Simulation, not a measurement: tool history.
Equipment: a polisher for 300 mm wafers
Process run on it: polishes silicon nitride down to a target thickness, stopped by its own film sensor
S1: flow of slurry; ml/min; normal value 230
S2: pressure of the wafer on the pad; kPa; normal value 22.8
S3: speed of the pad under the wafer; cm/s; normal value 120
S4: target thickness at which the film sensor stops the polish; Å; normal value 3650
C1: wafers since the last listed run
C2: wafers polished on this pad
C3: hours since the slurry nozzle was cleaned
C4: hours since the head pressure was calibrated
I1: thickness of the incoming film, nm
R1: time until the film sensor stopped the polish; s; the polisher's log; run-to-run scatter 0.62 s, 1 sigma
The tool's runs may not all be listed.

run	hour	S1	S2	S3	S4	C1	C2	C3	C4	I1	R1
1	0	230	22.8	120	3650	0	696	425.1	1168.6	485.3	67.6
2	25.9	230	22.8	120	3650	177	874	451	1194.5	483.4	65.3
3	42.3	230	22.8	120	3330	112	986	467.4	1210.9	490.1	87.2
4	49	230	22.8	120	3330	45	1032	474.1	1217.6	497.6	91.5
5	57	230	22.8	120	3330	54	1086	482.1	1225.6	495.3	90.8
6	72.4	230	22.8	120	3650	105	1192	497.5	1241	489.8	70.2
# hour 119.5: worn pad replaced by a new one
7	124.2	230	22.8	120	3650	327	32	549.3	1292.8	499.7	74.9
8	133.1	230	22.8	120	3650	60	93	558.2	1301.7	493	71.6
9	143.7	230	22.8	120	3650	72	165	568.8	1312.3	490.4	69.5
10	158.9	230	22.8	120	3650	103	269	584	1327.5	483.4	66
11	170.1	230	22.8	120	3650	76	346	595.2	1338.7	484.7	66.9
12	182.7	230	22.8	120	3650	86	432	607.8	1351.3	488	68
13	196.1	230	26.9	120	3650	91	524	621.2	1364.7	498.2	63.7
14	207.6	230	22.8	148	3650	78	602	632.7	1376.2	500.7	63.7
# hour 213.4: head pressure recalibrated
15	219.7	230	22.8	120	3650	69	671	644.8	6.3	486.8	67.5
# hour 222.6: slurry nozzle cleaned
16	227.4	230	22.8	120	3650	45	717	4.8	14	490.4	69.9
17	236	230	22.8	120	3650	58	776	13.4	22.6	488.2	68.3
18	245.2	230	22.8	152	3770	62	839	22.6	31.8	489	51.8
19	255.7	230	27.6	134	3520	71	911	33.1	42.3	497.6	62.9
20	273.3	205	22.8	98	3650	120	1031	50.7	59.9	497.2	86.8
21	285.8	260	22.8	120	3650	85	1117	63.2	72.4	490.3	69.5
22	293.3	230	22.8	152	3770	51	1168	70.7	79.9	486.7	50.4
23	308.9	230	22.8	120	4020	106	1275	86.3	95.5	486.2	46.9
24	317.8	230	19.3	120	3650	60	1336	95.2	104.4	494.5	83
# hour 329.7: worn pad replaced by a new one
25	333.1	230	22.8	120	3650	77	22	110.5	119.7	486.2	67.6
26	341.3	230	28.3	156	3990	56	79	118.7	127.9	495.2	36.2
27	355.3	230	22.8	120	3870	95	174	132.7	141.9	489	56.3
28	366.2	230	22.8	120	3650	74	249	143.6	152.8	483	65.8
29	377.5	230	17.9	120	3810	77	326	154.9	164.1	486	70.8
30	390.5	230	22.8	136	3650	88	415	167.9	177.1	496.6	66.4
31	400.9	230	22.8	120	3650	71	486	178.3	187.5	480.7	65
32	409.1	230	22.8	120	3650	56	542	186.5	195.7	494.5	72.2
33	424.3	230	15.2	120	3650	103	646	201.7	210.9	488.8	95.3
34	431.3	310	22.8	120	3530	47	694	208.7	217.9	497.7	76.8
35	442.3	180	20	120	3510	75	770	219.7	228.9	494.3	89.9
36	451.8	300	27.6	120	3360	64	835	229.2	238.4	489.3	71.2

Below are 5 alternative next runs, each starting from the tool's condition after run 36. Predict each:
A	452.2	265	22.8	120	3650	2	837	229.6	238.8	483.1	?
B	452.2	205	22.8	150	3880	2	837	229.6	238.8	483.1	?
C	452.2	230	30.3	120	3810	2	837	229.6	238.8	483.1	?
D	452.2	305	27.6	102	4080	2	837	229.6	238.8	483.1	?
E	452.2	230	22.8	108	3650	2	837	229.6	238.8	483.1	?

run	R1
A	64.7
B	44.6
C	44.4
D	39.4
E	71.3
With no hidden state in the tool, these same runs would have given:
run	R1
A	64.7
B	44.6
C	44.4
D	39.4
E	71.3

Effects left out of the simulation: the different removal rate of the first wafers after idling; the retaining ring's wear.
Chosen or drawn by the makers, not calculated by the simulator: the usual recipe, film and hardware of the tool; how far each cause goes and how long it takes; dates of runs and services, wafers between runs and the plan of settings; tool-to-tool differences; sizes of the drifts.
